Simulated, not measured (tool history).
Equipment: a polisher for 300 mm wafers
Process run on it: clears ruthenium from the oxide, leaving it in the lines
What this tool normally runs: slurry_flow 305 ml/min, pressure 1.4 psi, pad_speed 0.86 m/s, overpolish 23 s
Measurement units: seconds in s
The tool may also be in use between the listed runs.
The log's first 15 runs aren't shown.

run     day  slurry_flow  pressure  pad_speed  overpolish  wafers since the last listed run  wafers polished on this pad  hours since the slurry nozzle was cleaned  hours since the head pressure was calibrated  incoming thickness of the incoming film, nm  seconds
 16  38.942          395       1.8       0.86          23                               295                         3652                                      401.4                                        1450.4                                        110.7    153.2
     39.738  -- slurry nozzle cleaned
     39.779  -- worn pad replaced by a new one
 17  41.708          305       1.4       0.86          23                               508                          365                                       47.3                                        1516.8                                        111.6    177.4
 18  43.133          335       1.4       0.96          23                               270                          636                                       81.5                                        1551.0                                        112.2    161.2
 19  44.388          365       1.2       0.86          13                               237                          873                                      111.6                                        1581.1                                        110.0    192.8
     46.625  -- head pressure recalibrated
 20  46.875          305       1.7       0.68          23                               455                         1329                                      171.3                                           6.0                                        110.7    189.4
 21  48.642          270       1.4       0.74          27                               335                         1664                                      213.7                                          48.4                                        110.3    200.3
 22  51.525          255       1.3       0.86          23                               546                         2211                                      282.9                                         117.6                                        111.1    192.1
 23  53.042          305       1.4       0.86          23                               287                         2499                                      319.3                                         154.0                                        110.2    183.6
 24  55.071          305       1.4       0.86          23                               384                         2884                                      368.0                                         202.7                                        110.4    188.7
 25  56.979          305       1.4       0.86          23                               361                         3245                                      413.8                                         248.5                                        109.5    187.4
     59.371  -- worn pad replaced by a new one
 26  59.488          305       1.4       0.86          23                               444                           22                                      474.0                                         308.7                                        110.0    176.3
     60.679  -- slurry nozzle cleaned
 27  62.333          305       1.4       0.86          23                               531                          554                                       39.7                                         377.0                                        109.8    175.2
 28  63.633          305       1.4       0.66          31                               246                          800                                       70.9                                         408.2                                        110.4    228.0
 29  65.233          305       1.4       0.62          23                               303                         1104                                      109.3                                         446.6                                        108.3    237.8
 30  66.992          305       1.6       0.62          19                               333                         1437                                      151.5                                         488.8                                        109.1    211.8
 31  68.950          235       1.4       1.00          23                               371                         1809                                      198.5                                         535.8                                        109.3    154.9
 32  71.421          305       1.7       0.62          23                               468                         2277                                      257.8                                         595.1                                        108.6    220.5
 33  73.442          305       1.4       0.86          23                               383                         2660                                      306.3                                         643.6                                        109.3    179.0
 34  74.629          330       1.4       0.86          23                               225                         2886                                      334.8                                         672.1                                        111.0    185.2
 35  76.446          305       1.4       0.86          23                               344                         3230                                      378.4                                         715.7                                        110.9    194.4
 36  78.096          305       1.4       0.86          23                               312                         3543                                      418.0                                         755.3                                        110.5    191.4

Predict each of these 5 candidate next runs independently; none follows another, all start after run 36:
  A  78.117          245       1.4       0.86          23                                 3                         3547                                      418.5                                         755.8                                        109.4        ?
  B  78.117          305       1.0       0.86          16                                 3                         3547                                      418.5                                         755.8                                        109.4        ?
  C  78.117          305       1.2       0.86          23                                 3                         3547                                      418.5                                         755.8                                        109.4        ?
  D  78.117          305       1.3       0.86          30                                 3                         3547                                      418.5                                         755.8                                        109.4        ?
  E  78.117          305       1.8       0.98          16                                 3                         3547                                      418.5                                         755.8                                        109.4        ?

run  seconds
  A    194.4
  B    247.3
  C    215.2
  D    202.0
  E    135.8
With the hidden condition removed and each run's random variation left untouched, the same runs would have given:
run  seconds
  A    172.0
  B    218.8
  C    190.4
  D    178.7
  E    120.2
